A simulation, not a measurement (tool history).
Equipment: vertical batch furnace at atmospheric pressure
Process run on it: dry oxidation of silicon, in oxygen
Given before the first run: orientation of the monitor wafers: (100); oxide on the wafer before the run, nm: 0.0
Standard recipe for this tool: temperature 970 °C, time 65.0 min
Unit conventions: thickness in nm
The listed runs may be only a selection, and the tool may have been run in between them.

| run | day | temperature | time | wafers since the last listed run | hours since the last temperature calibration | hours since the boat lift was adjusted | hours since the gauge calibration | read-back reference wafer on the same gauge, thickness | thickness |
|---|---|---|---|---|---|---|---|---|---|
| 1 | 0.000 | 970 | 65.0 | 0 | 3169.0 | 2363.4 | 351.2 | 43.33 | 39.93 |
| 2 | 2.058 | 970 | 65.0 | 492 | 3218.4 | 2412.8 | 400.6 | 43.32 | 39.77 |
| 3 | 4.642 | 970 | 65.0 | 618 | 3280.4 | 2474.8 | 462.6 | 43.33 | 39.82 |
| 4 | 8.371 | 970 | 65.0 | 892 | 3369.9 | 2564.3 | 552.1 | 43.28 | 39.69 |
| 5 | 11.075 | 970 | 65.0 | 647 | 3434.8 | 2629.2 | 617.0 | 43.27 | 39.92 |
| 6 | 13.525 | 951 | 44.0 | 586 | 3493.6 | 2688.0 | 675.8 | 43.31 | 25.67 |
| 7 | 16.604 | 970 | 65.0 | 736 | 3567.5 | 2761.9 | 749.7 | 43.23 | 39.73 |
| 8 | 19.546 | 970 | 65.0 | 703 | 3638.1 | 2832.5 | 820.3 | 43.35 | 39.68 |
| 9 | 23.408 | 970 | 65.0 | 924 | 3730.8 | 2925.2 | 913.0 | 43.24 | 39.76 |
| 10 | 26.646 | 960 | 65.0 | 774 | 3808.5 | 3002.9 | 990.7 | 43.31 | 35.93 |
| 11 | 28.792 | 960 | 65.0 | 513 | 3860.0 | 3054.4 | 1042.2 | 43.30 | 36.29 |
| 12 | 33.079 | 959 | 65.0 | 1026 | 3962.9 | 3157.3 | 1145.1 | 43.28 | 35.76 |
| 13 | 35.567 | 959 | 65.0 | 595 | 4022.6 | 3217.0 | 1204.8 | 43.29 | 36.08 |
| 14 | 40.058 | 985 | 65.0 | 1074 | 4130.4 | 3324.8 | 1312.6 | 43.30 | 44.14 |
| 15 | 43.392 | 970 | 48.5 | 797 | 4210.4 | 3404.8 | 1392.6 | 43.22 | 32.31 |
|  | 45.488 | thermocouples replaced and temperature profile calibrated |
|  | 46.958 | gauge calibrated |
| 16 | 47.433 | 970 | 65.0 | 727 | 46.7 | 3501.8 | 11.4 | 43.31 | 39.48 |
|  | 49.092 | boat lift adjusted |
| 17 | 51.308 | 980 | 33.0 | 687 | 139.7 | 53.2 | 104.4 | 43.27 | 28.59 |
| 18 | 54.017 | 992 | 33.5 | 648 | 204.7 | 118.2 | 169.4 | 43.29 | 32.18 |
| 19 | 59.158 | 962 | 77.5 | 1230 | 328.1 | 241.6 | 292.8 | 43.28 | 42.49 |
| 20 | 62.767 | 989 | 80.0 | 863 | 414.7 | 328.2 | 379.4 | 43.22 | 54.41 |
| 21 | 64.429 | 951 | 40.0 | 397 | 454.6 | 368.1 | 419.3 | 43.34 | 24.80 |
| 22 | 66.858 | 992 | 93.0 | 581 | 512.9 | 426.4 | 477.6 | 43.31 | 61.84 |
| 23 | 68.908 | 970 | 88.5 | 490 | 562.1 | 475.6 | 526.8 | 43.28 | 49.61 |
| 24 | 71.283 | 987 | 45.5 | 568 | 619.1 | 532.6 | 583.8 | 43.37 | 37.02 |
| 25 | 75.371 | 970 | 65.0 | 978 | 717.2 | 630.7 | 681.9 | 43.27 | 40.39 |
| 26 | 79.146 | 983 | 40.0 | 903 | 807.8 | 721.3 | 772.5 | 43.29 | 32.63 |
| 27 | 81.042 | 959 | 65.0 | 453 | 853.3 | 766.8 | 818.0 | 43.32 | 36.88 |
| 28 | 82.862 | 970 | 88.5 | 435 | 897.0 | 810.5 | 861.7 | 43.26 | 49.41 |
| 29 | 84.658 | 970 | 41.0 | 429 | 940.1 | 853.6 | 904.8 | 43.33 | 30.13 |
| 30 | 90.079 | 961 | 77.5 | 1297 | 1070.2 | 983.7 | 1034.9 | 43.28 | 42.21 |

Run by run, hidden condition taken away, random variation retained:
The tool's hidden condition here consists of: true tube temperature minus thermocouple reading, K; monitor wafer colder than the profiled boat position, K; gauge reads high (%).
| run | thickness |
|---|---|
| 1 | 40.46 |
| 2 | 40.32 |
| 3 | 40.39 |
| 4 | 40.31 |
| 5 | 40.58 |
| 6 | 26.34 |
| 7 | 40.44 |
| 8 | 40.44 |
| 9 | 40.57 |
| 10 | 36.86 |
| 11 | 37.26 |
| 12 | 36.82 |
| 13 | 37.19 |
| 14 | 45.49 |
| 15 | 33.20 |
| 16 | 40.62 |
| 17 | 28.59 |
| 18 | 32.18 |
| 19 | 42.50 |
| 20 | 54.43 |
| 21 | 24.81 |
| 22 | 61.88 |
| 23 | 49.64 |
| 24 | 37.05 |
| 25 | 40.43 |
| 26 | 32.68 |
| 27 | 36.94 |
| 28 | 49.49 |
| 29 | 30.19 |
| 30 | 42.32 |

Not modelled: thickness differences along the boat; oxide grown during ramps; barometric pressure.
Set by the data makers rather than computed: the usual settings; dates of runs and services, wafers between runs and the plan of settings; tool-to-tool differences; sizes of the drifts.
